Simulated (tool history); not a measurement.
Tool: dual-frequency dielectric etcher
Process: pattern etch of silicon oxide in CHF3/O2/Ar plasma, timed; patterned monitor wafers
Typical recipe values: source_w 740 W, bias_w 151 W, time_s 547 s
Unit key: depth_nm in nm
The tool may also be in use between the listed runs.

| run | hour | source_w | bias_w | time_s | read-back reference wafer on the same gauge, depth_nm | depth_nm |
|---|---|---|---|---|---|---|
| 1 | 0 | 740 | 151 | 547 | 1208.5 | 1083.2 |
| 2 | 16.4 | 740 | 151 | 547 | 1209.9 | 1090.6 |
| 3 | 86.8 | 740 | 151 | 547 | 1209.7 | 1101.5 |
| 4 | 158.7 | 740 | 151 | 588 | 1208.7 | 1180.2 |
| 5 | 309.6 | 740 | 151 | 588 | 1210.7 | 1196.1 |
| 6 | 362 | 740 | 151 | 588 | 1208.8 | 1204.8 |
| 7 | 425.7 | 830 | 170 | 547 | 1209.8 | 1182.8 |
|  | 498.6 | wet clean of the chamber |
| 8 | 499.1 | 830 | 170 | 547 | 1208.9 | 1121.3 |
| 9 | 525 | 830 | 170 | 547 | 1211.1 | 1131.6 |
|  | 572.6 | bias power generator calibrated |
| 10 | 630.9 | 820 | 172 | 495.5 | 1210.1 | 1033.6 |
| 11 | 694.7 | 740 | 151 | 547 | 1208.5 | 1107.9 |
|  | 733 | source power generator calibrated |
| 12 | 735.2 | 860 | 151 | 686 | 1208.2 | 1422.9 |
|  | 760.1 | upper electrode replaced |
| 13 | 791 | 580 | 114 | 547 | 1208.4 | 1023.9 |
| 14 | 848.9 | 740 | 151 | 547 | 1208.9 | 1114.4 |
| 15 | 873.9 | 830 | 179 | 475.5 | 1209.8 | 1021.9 |
| 16 | 917.6 | 560 | 151 | 666 | 1210.8 | 1295.3 |
|  | 925.5 | gauge calibrated |
| 17 | 950.7 | 630 | 134 | 505 | 1211.6 | 988 |
| 18 | 999.4 | 740 | 183 | 547 | 1209.6 | 1169.1 |
|  | 1038.3 | wet clean of the chamber |
| 19 | 1059.5 | 740 | 151 | 547 | 1211.5 | 1080.6 |
| 20 | 1130.4 | 740 | 124 | 681.5 | 1210.1 | 1316.3 |
| 21 | 1194.8 | 620 | 151 | 468 | 1208.2 | 910.3 |
| 22 | 1252.1 | 680 | 151 | 547 | 1209 | 1087.4 |
| 23 | 1289.1 | 740 | 151 | 547 | 1209.3 | 1102.6 |
| 24 | 1344.6 | 810 | 135 | 446.5 | 1208.1 | 911 |
| 25 | 1414.3 | 610 | 151 | 702 | 1209.5 | 1394.1 |
| 26 | 1441.3 | 580 | 113 | 547 | 1210.9 | 1027.9 |
| 27 | 1511.6 | 740 | 126 | 487.5 | 1208.9 | 982.7 |
| 28 | 1554 | 740 | 151 | 547 | 1209.3 | 1141.5 |
|  | 1608.1 | wet clean of the chamber |
| 29 | 1608.6 | 740 | 151 | 547 | 1209.3 | 1070.7 |

Had the tool no unlogged condition, and each run kept its random variation, what would the results have been?
Hidden state at play: etch rate over this chamber's usual, %; source power that arrives over what is set, %; bias power that arrives over what is set, %; gauge reads high (%).
| run | depth_nm |
|---|---|
| 1 | 1074.7 |
| 2 | 1080.3 |
| 3 | 1083.8 |
| 4 | 1153.5 |
| 5 | 1152.6 |
| 6 | 1155.5 |
| 7 | 1127.7 |
| 8 | 1118.7 |
| 9 | 1126.1 |
| 10 | 1018.3 |
| 11 | 1084.9 |
| 12 | 1388.1 |
| 13 | 993.7 |
| 14 | 1075.7 |
| 15 | 984.1 |
| 16 | 1242.4 |
| 17 | 944.7 |
| 18 | 1113 |
| 19 | 1078 |
| 20 | 1304.4 |
| 21 | 896.6 |
| 22 | 1065.2 |
| 23 | 1076.3 |
| 24 | 884.7 |
| 25 | 1345.1 |
| 26 | 989.3 |
| 27 | 939.7 |
| 28 | 1087.3 |
| 29 | 1076.8 |

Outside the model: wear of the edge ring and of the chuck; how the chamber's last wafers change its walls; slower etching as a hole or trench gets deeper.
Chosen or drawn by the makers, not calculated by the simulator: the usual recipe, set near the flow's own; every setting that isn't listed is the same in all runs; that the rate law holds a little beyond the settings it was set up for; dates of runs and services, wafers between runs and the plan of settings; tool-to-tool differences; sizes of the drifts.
